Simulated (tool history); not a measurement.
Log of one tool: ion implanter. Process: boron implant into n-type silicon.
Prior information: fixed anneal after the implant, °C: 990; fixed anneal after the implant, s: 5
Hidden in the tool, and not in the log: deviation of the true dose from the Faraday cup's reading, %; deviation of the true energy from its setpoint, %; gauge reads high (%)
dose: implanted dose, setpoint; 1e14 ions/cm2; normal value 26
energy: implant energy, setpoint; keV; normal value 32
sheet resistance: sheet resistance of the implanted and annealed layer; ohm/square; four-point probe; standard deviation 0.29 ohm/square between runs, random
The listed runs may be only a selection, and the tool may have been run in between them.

run	day	dose	energy	wafers since the last listed run	hours since the last dose calibration	hours since the extraction supply was calibrated	hours since the gauge calibration	read-back reference wafer on the same gauge, sheet resistance	sheet resistance
1	0	26	32	0	110.4	4709.9	86.7	67.76	69.77
2	2.5	26	37	848	170.4	4769.9	146.7	67.87	68.12
3	3.912	26	32	479	204.3	4803.8	180.6	67.77	70.11
4	5.308	24.38	32	473	237.8	4837.3	214.1	67.73	71.73
5	8.188	24.38	32	976	306.9	4906.4	283.2	67.76	71.31
# day 10.483: gauge calibrated
6	10.875	26	32	911	371.4	4970.9	9.4	67.74	69.72
7	12.771	26	32	643	416.9	5016.4	54.9	67.79	69.16
8	14.575	19.78	41.5	612	460.2	5059.7	98.2	67.75	76.8
# day 15.738: extraction supply calibrated
9	15.896	29.74	38	334	491.9	3.8	129.9	67.87	63.15
# day 18: Faraday cup replaced and dose calibrated
10	18.767	19.78	41.5	860	18.4	72.7	198.8	67.89	78.7
11	20.446	23.84	25.5	569	58.7	113	239.1	67.68	76.41
12	21.942	26	32	507	94.6	148.9	275	67.78	70.26
13	23.954	31.58	24	682	142.9	197.2	323.3	67.84	69.58
14	25.246	30	23	438	173.9	228.2	354.3	67.71	72.09

What if the next run were any one of these 3? Each begins from the tool's condition after run 14:
A	25.262	26	32	5	174.3	228.6	354.7	?	?
B	25.262	19.15	32	5	174.3	228.6	354.7	?	?
C	25.262	26	36.5	5	174.3	228.6	354.7	?	?

run	read-back reference wafer on the same gauge, sheet resistance	sheet resistance
A	67.85	69.42
B	67.85	80.19
C	67.85	67.91
Take away the tool's hidden state, keep each run's random variation, and the runs would have read:
run	sheet resistance
A	70.34
B	81.43
C	68.89

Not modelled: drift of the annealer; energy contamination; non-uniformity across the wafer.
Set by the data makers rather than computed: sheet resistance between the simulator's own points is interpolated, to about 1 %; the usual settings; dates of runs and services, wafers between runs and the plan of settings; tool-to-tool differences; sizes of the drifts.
